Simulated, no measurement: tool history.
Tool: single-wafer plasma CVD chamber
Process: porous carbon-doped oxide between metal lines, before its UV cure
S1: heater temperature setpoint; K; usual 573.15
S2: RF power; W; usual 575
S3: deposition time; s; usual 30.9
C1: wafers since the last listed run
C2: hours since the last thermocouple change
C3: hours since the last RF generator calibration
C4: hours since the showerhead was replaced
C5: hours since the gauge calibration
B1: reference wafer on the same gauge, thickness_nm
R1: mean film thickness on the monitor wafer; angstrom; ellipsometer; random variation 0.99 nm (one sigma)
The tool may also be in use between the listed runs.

run,hour,S1,S2,S3,C1,C2,C3,C4,C5,B1,R1
1,0.0,573.15,575,30.9,0,1363.7,815.2,4606.0,981.2,174.566,1845.27
2,58.1,566.15,575,30.9,1361,1421.8,873.3,4664.1,1039.3,174.798,1898.33
3,118.3,566.15,575,30.9,1410,1482.0,933.5,4724.3,1099.5,175.030,1903.02
4,155.1,573.15,575,30.9,862,1518.8,970.3,4761.1,1136.3,175.037,1836.82
5,222.7,573.15,665,30.9,1583,1586.4,1037.9,4828.7,1203.9,175.185,1981.52
# hour 257.0: RF generator calibrated
6,257.5,566.15,575,27.4,627,1621.2,0.5,4863.5,1238.7,175.163,1705.47
7,317.2,566.15,575,27.4,1398,1680.9,60.2,4923.2,1298.4,175.117,1698.40
8,385.8,566.15,575,27.4,1607,1749.5,128.8,4991.8,1367.0,174.915,1704.81
9,429.5,573.15,575,30.9,1023,1793.2,172.5,5035.5,1410.7,175.047,1834.27
10,478.5,573.15,575,30.9,1147,1842.2,221.5,5084.5,1459.7,175.237,1829.23
# hour 489.4: showerhead replaced
11,525.2,573.15,575,30.9,906,1888.9,268.2,35.8,1506.4,175.046,1829.35
12,551.1,573.15,575,30.9,606,1914.8,294.1,61.7,1532.3,175.089,1816.09
13,620.9,573.15,575,30.9,1635,1984.6,363.9,131.5,1602.1,174.942,1829.78
14,668.6,573.15,625,30.9,1117,2032.3,411.6,179.2,1649.8,175.340,1908.80
15,718.3,584.15,575,30.9,1164,2082.0,461.3,228.9,1699.5,175.209,1726.47
16,877.1,573.15,575,30.9,3720,2240.8,620.1,387.7,1858.3,174.951,1816.52
17,918.3,573.15,575,30.9,965,2282.0,661.3,428.9,1899.5,175.009,1827.63
# hour 953.7: thermocouple changed; heater temperature recalibrated
18,988.0,582.15,540,34.0,1445,34.3,731.0,498.6,1969.2,174.994,1966.93
19,1036.8,573.15,575,30.9,1143,83.1,779.8,547.4,2018.0,175.098,1964.56
20,1101.4,583.15,575,30.9,1513,147.7,844.4,612.0,2082.6,174.994,1842.58
21,1157.8,573.15,575,30.9,1321,204.1,900.8,668.4,2139.0,175.264,1927.16
# hour 1159.5: gauge calibrated
22,1221.6,560.15,500,30.9,1494,267.9,964.6,732.2,62.1,175.415,1966.12
23,1250.6,573.15,575,30.9,679,296.9,993.6,761.2,91.1,175.060,1939.84
24,1280.4,585.15,670,30.9,698,326.7,1023.4,791.0,120.9,175.068,1974.09
# hour 1338.0: RF generator calibrated
25,1342.0,566.15,575,34.5,1255,388.3,4.0,852.6,182.5,174.812,2252.94
# hour 1386.7: thermocouple changed; heater temperature recalibrated, repeated, since the last time left the tool worse
26,1394.6,573.15,575,30.9,1044,7.9,56.6,905.2,235.1,174.831,1869.95
27,1434.8,587.15,540,35.4,941,48.1,96.8,945.4,275.3,175.267,1940.45
28,1503.2,578.15,605,28.2,1602,116.5,165.2,1013.8,343.7,175.014,1736.17
29,1562.3,573.15,575,30.9,1384,175.6,224.3,1072.9,402.8,174.870,1863.30
30,1626.3,568.15,670,36.8,1499,239.6,288.3,1136.9,466.8,174.904,2467.23
31,1696.1,567.15,645,32.7,1635,309.4,358.1,1206.7,536.6,174.908,2167.92
32,1723.9,568.15,640,26.9,651,337.2,385.9,1234.5,564.4,175.108,1758.30
33,1786.3,561.15,675,36.4,1461,399.6,448.3,1296.9,626.8,175.023,2556.26

Hidden state at the last listed run before each entry between runs and at the first one after, where it differs:
Between runs 5 and 6: RF generator calibrated (hour 257.0)
  wafer temperature above the value expected at the setpoint (K): 3.9 -> 3.94
  measured less the result without the state, R1: -44.42 -> -40.53 angstrom
Between runs 10 and 11: showerhead replaced (hour 489.4)
  wafer temperature above the value expected at the setpoint (K): 4.15 -> 4.19
  measured less the result without the state, R1: -43.61 -> -44.01 angstrom
Between runs 17 and 18: thermocouple changed; heater temperature recalibrated (hour 953.7)
  wafer temperature above the value expected at the setpoint (K): 4.44 -> -7.64
  measured less the result without the state, R1: -46.62 -> +82.62 angstrom
Between runs 21 and 22: gauge calibrated (hour 1159.5)
  wafer temperature above the value expected at the setpoint (K): -6.67 -> -6.35
  measured less the result without the state, R1: +74.65 -> +77.67 angstrom
Between runs 24 and 25: RF generator calibrated (hour 1338.0)
  wafer temperature above the value expected at the setpoint (K): -6.08 -> -5.81
  measured less the result without the state, R1: +64.73 -> +78.83 angstrom
Between runs 25 and 26: thermocouple changed; heater temperature recalibrated, repeated, since the last time left the tool worse (hour 1386.7)
  wafer temperature above the value expected at the setpoint (K): -5.81 -> -0.425
  measured less the result without the state, R1: +78.83 -> +4.64 angstrom
